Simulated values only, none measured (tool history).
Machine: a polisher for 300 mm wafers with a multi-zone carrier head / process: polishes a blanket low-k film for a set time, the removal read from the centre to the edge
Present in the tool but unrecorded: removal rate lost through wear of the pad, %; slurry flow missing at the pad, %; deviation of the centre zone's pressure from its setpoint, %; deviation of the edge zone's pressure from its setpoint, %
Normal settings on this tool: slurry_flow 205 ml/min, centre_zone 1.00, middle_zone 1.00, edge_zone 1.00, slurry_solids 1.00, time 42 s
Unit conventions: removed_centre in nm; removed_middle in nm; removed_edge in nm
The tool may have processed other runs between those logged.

run,hour,slurry_flow,centre_zone,middle_zone,edge_zone,slurry_solids,time,wafers since the last listed run,wafers polished on this pad,hours since the slurry nozzle was cleaned,hours since the centre zone pressure was calibrated,hours since the edge zone pressure was calibrated,hours since the carrier head's membrane was replaced,"incoming thickness of the incoming film, nm",removed_centre,removed_middle,removed_edge
1,0.0,205,1.00,1.00,1.00,1.00,42,0,523,622.5,1388.9,1075.7,1238.7,769.5,15.7,16.2,15.6
2,7.6,205,1.00,1.00,1.00,1.00,42,64,588,630.1,1396.5,1083.3,1246.3,774.9,15.3,16.6,16.0
# hour 23.3: worn pad replaced by a new one
3,23.8,205,1.00,1.00,1.00,1.00,42,104,4,646.3,1412.7,1099.5,1262.5,796.0,15.7,16.1,15.9
4,31.5,205,1.00,1.00,1.00,1.00,42,65,70,654.0,1420.4,1107.2,1270.2,782.1,15.4,16.3,15.7
5,48.6,205,1.00,1.00,1.00,1.00,42,146,216,671.1,1437.5,1124.3,1287.3,771.8,15.5,16.2,15.6
6,64.3,205,1.00,1.00,1.00,1.00,42,134,350,686.8,1453.2,1140.0,1303.0,771.2,15.2,15.8,16.1
7,74.1,205,1.00,1.00,1.00,1.00,35,83,434,696.6,1463.0,1149.8,1312.8,786.3,12.6,13.4,13.0
8,86.5,205,1.00,1.00,1.00,1.00,42,106,540,709.0,1475.4,1162.2,1325.2,790.7,15.2,15.4,15.3
# hour 95.7: worn pad replaced by a new one, of another model than before
# hour 97.8: centre zone pressure recalibrated
# hour 103.9: carrier head's membrane replaced by a new one
9,104.4,205,1.00,1.00,1.00,1.00,42,58,14,726.9,6.6,1180.1,0.5,788.7,12.2,12.9,13.5
10,111.0,205,1.00,1.00,1.00,1.00,42,56,71,733.5,13.2,1186.7,7.1,781.6,12.2,12.8,14.0
11,121.2,170,1.00,1.00,1.00,0.85,42,87,158,743.7,23.4,1196.9,17.3,796.3,8.7,9.6,11.3
# hour 130.3: edge zone pressure recalibrated
# hour 134.7: slurry nozzle cleaned
12,138.2,205,1.00,1.00,1.00,1.00,42,119,278,3.5,40.4,7.9,34.3,781.3,17.1,17.6,17.2
13,155.0,260,1.00,1.00,1.00,1.00,42,143,421,20.3,57.2,24.7,51.1,778.4,18.1,18.5,17.7
14,162.1,205,1.00,1.00,1.00,1.00,42,60,482,27.4,64.3,31.8,58.2,774.9,17.0,17.5,16.9
15,173.3,205,1.00,1.00,1.00,1.00,42,95,578,38.6,75.5,43.0,69.4,791.3,17.2,17.4,16.9
16,182.9,135,1.00,1.00,1.00,1.25,42,82,660,48.2,85.1,52.6,79.0,770.5,15.0,16.4,16.8
# hour 188.9: worn pad replaced by a new one
17,190.5,205,1.00,1.00,1.04,0.70,42,30,13,55.8,92.7,60.2,86.6,772.9,12.7,13.2,13.1
18,200.3,205,1.11,1.00,0.91,1.15,42,83,97,65.6,102.5,70.0,96.4,775.1,20.5,19.1,17.7
19,215.5,205,1.00,1.00,1.09,0.70,42,129,226,80.8,117.7,85.2,111.6,792.0,12.8,12.9,13.1
20,228.9,175,0.89,0.94,1.00,1.25,42,114,341,94.2,131.1,98.6,125.0,765.0,16.0,17.6,18.5
21,241.9,205,1.00,1.00,1.00,1.00,42,111,452,107.2,144.1,111.6,138.0,780.6,16.7,17.3,17.0

Branching from run 21: 4 alternative next runs. What would each branch give?
A,242.3,205,1.00,1.00,1.00,1.00,42,3,456,107.6,144.5,112.0,138.4,777.7,?,?,?
B,242.3,240,1.00,1.00,1.00,1.00,48,3,456,107.6,144.5,112.0,138.4,777.7,?,?,?
C,242.3,145,1.00,1.00,0.89,0.75,27,3,456,107.6,144.5,112.0,138.4,777.7,?,?,?
D,242.3,205,1.00,1.08,1.00,1.00,42,3,456,107.6,144.5,112.0,138.4,777.7,?,?,?

run,removed_centre,removed_middle,removed_edge
A,17.0,17.5,16.7
B,20.2,20.8,19.6
C,7.3,7.7,7.3
D,17.0,18.7,16.6
With no hidden state in the tool, these same runs would have given:
run,removed_centre,removed_middle,removed_edge
A,17.2,17.8,16.8
B,20.4,21.0,19.7
C,7.5,7.9,7.4
D,17.3,19.0,16.8

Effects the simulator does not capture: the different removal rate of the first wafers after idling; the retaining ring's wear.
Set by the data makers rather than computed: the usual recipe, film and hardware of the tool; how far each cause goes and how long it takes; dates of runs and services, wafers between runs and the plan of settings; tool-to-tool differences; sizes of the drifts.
